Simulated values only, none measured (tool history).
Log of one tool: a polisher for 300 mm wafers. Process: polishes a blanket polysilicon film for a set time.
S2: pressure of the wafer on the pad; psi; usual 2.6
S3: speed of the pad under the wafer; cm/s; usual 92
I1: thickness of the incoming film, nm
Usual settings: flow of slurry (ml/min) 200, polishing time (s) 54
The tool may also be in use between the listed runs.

Run 1, day 0: usual settings; I1 1082.6. Result: film removed (angstrom) 3143.
Run 2, day 3.558: usual settings but flow of slurry (ml/min) 175; I1 1051.3. Result: film removed (angstrom) 3083.
Run 3, day 5.362: usual settings but flow of slurry (ml/min) 175; I1 1057.2. Result: film removed (angstrom) 3072.
Run 4, day 7.792: usual settings; I1 1053.7. Result: film removed (angstrom) 3134.
Run 5, day 10.354: usual settings; I1 1053.5. Result: film removed (angstrom) 3063.
Run 6, day 14.804: usual settings; I1 1055. Result: film removed (angstrom) 3235.
Run 7, day 17.975: usual settings; I1 1076.2. Result: film removed (angstrom) 3177.
Run 8, day 20.208: usual settings; I1 1051.6. Result: film removed (angstrom) 3223.
Run 9, day 24.338: usual settings; I1 1067.2. Result: film removed (angstrom) 3198.
Run 10, day 27.679: usual settings; I1 1066.9. Result: film removed (angstrom) 3112.
Run 11, day 30.179: usual settings; I1 1066.1. Result: film removed (angstrom) 3183.
Run 12, day 34.3: usual settings; I1 1061.1. Result: film removed (angstrom) 3148.
Run 13, day 37.804: usual settings; I1 1077.2. Result: film removed (angstrom) 3146.
Run 14, day 41.888: usual settings; I1 1076.4. Result: film removed (angstrom) 3121.
Run 15, day 44.546: usual settings but flow of slurry (ml/min) 180, polishing time (s) 47; I1 1073.1. Result: film removed (angstrom) 2659.
Run 16, day 47.754: usual settings; I1 1066.1. Result: film removed (angstrom) 3244.
Run 17, day 50.025: usual settings but S3 64 cm/s, polishing time (s) 67; I1 1052.7. Result: film removed (angstrom) 2757.
Run 18, day 55.579: usual settings; I1 1060.3. Result: film removed (angstrom) 3163.
Run 19, day 59.446: usual settings but S2 1.9 psi, polishing time (s) 60; I1 1066.6. Result: film removed (angstrom) 2611.
Run 20, day 63.871: usual settings but flow of slurry (ml/min) 155, polishing time (s) 63; I1 1073.1. Result: film removed (angstrom) 3652.
Run 21, day 67.925: usual settings but S3 102 cm/s, polishing time (s) 73; I1 1049.8. Result: film removed (angstrom) 4706.
Run 22, day 71.167: usual settings; I1 1059.1. Result: film removed (angstrom) 3128.
Run 23, day 72.808: usual settings but flow of slurry (ml/min) 180, polishing time (s) 36; I1 1055.3. Result: film removed (angstrom) 2064.
Run 24, day 74.988: usual settings but S2 3.1 psi, polishing time (s) 38; I1 1052.2. Result: film removed (angstrom) 2615.
Run 25, day 77.083: usual settings but flow of slurry (ml/min) 240, S2 3.2 psi, polishing time (s) 39; I1 1073.1. Result: film removed (angstrom) 2827.
Run 26, day 81.417: usual settings but flow of slurry (ml/min) 140, S2 3 psi, polishing time (s) 38; I1 1055.7. Result: film removed (angstrom) 2527.
Run 27, day 85.692: usual settings but S2 3.4 psi; I1 1060.9. Result: film removed (angstrom) 4208.
Run 28, day 89.729: usual settings; I1 1067.7. Result: film removed (angstrom) 3187.
Run 29, day 92.429: usual settings; I1 1055.9. Result: film removed (angstrom) 3192.
Run 30, day 95.438: usual settings; I1 1042.7. Result: film removed (angstrom) 3201.
Run 31, day 99.142: usual settings; I1 1067.7. Result: film removed (angstrom) 3173.
Run 32, day 111.25: usual settings but flow of slurry (ml/min) 135, S2 3.3 psi; I1 1067.6. Result: film removed (angstrom) 3747.
Run 33, day 117.888: usual settings but flow of slurry (ml/min) 260, S3 100 cm/s; I1 1044.7. Result: film removed (angstrom) 3388.
Run 34, day 119.808: usual settings; I1 1048.4. Result: film removed (angstrom) 3274.
Run 35, day 124.971: usual settings but S2 3.3 psi; I1 1056. Result: film removed (angstrom) 4108.
Run 36, day 128.904: usual settings but flow of slurry (ml/min) 240, S2 1.8 psi, S3 114 cm/s; I1 1073.2. Result: film removed (angstrom) 2794.
Run 37, day 130.792: usual settings but S2 2 psi, S3 76 cm/s, polishing time (s) 62; I1 1038.1. Result: film removed (angstrom) 2337.

Not shown: 12 entries that the log had between the listed runs. Between which runs, and how does the tool's hidden state differ before and after?
Between runs 3 and 4: worn pad replaced by a new one (day 7.292)
  slurry flow missing at the pad, %: 36.1 -> 39
  measured less the result without the state, film removed (angstrom): -135 -> -140
Between runs 5 and 6: slurry nozzle cleaned (day 13.004)
  slurry flow missing at the pad, %: 42 -> 3.7
  measured less the result without the state, film removed (angstrom): -151 -> -10
Between runs 7 and 8: head pressure recalibrated (day 18.683)
  slurry flow missing at the pad, %: 7.44 -> 10.1
  measured less the result without the state, film removed (angstrom): -21 -> -29
Between runs 12 and 13: worn pad replaced by a new one (day 36.683)
  slurry flow missing at the pad, %: 26.7 -> 30.8
  measured less the result without the state, film removed (angstrom): -87 -> -103
Between runs 15 and 16: slurry nozzle cleaned (day 47.212)
  slurry flow missing at the pad, %: 38.8 -> 8.6
  measured less the result without the state, film removed (angstrom): -125 -> -26
Between runs 17 and 18: head pressure recalibrated (day 53.9)
  slurry flow missing at the pad, %: 11.3 -> 17.8
  measured less the result without the state, film removed (angstrom): -29 -> -54
Between runs 22 and 23: worn pad replaced by a new one (day 71.575)
  slurry flow missing at the pad, %: 36.2 -> 38.2
  measured less the result without the state, film removed (angstrom): -126 -> -96
Between runs 25 and 26: slurry nozzle cleaned (day 79.312)
  slurry flow missing at the pad, %: 43.2 -> 9.48
  measured less the result without the state, film removed (angstrom): -130 -> -27
Between runs 26 and 27: head pressure recalibrated (day 83.517)
  slurry flow missing at the pad, %: 9.48 -> 14.5
  measured less the result without the state, film removed (angstrom): -27 -> -58
Between runs 31 and 32: worn pad replaced by a new one (day 106.617)
  slurry flow missing at the pad, %: 30.4 -> 44.7
  measured less the result without the state, film removed (angstrom): -102 -> -252
Between runs 32 and 33: head pressure recalibrated (day 111.538)
  slurry flow missing at the pad, %: 44.7 -> 52.5
  measured less the result without the state, film removed (angstrom): -252 -> -196
Between runs 33 and 34: slurry nozzle cleaned (day 118.121)
  slurry flow missing at the pad, %: 52.5 -> 2.08
  measured less the result without the state, film removed (angstrom): -196 -> -6

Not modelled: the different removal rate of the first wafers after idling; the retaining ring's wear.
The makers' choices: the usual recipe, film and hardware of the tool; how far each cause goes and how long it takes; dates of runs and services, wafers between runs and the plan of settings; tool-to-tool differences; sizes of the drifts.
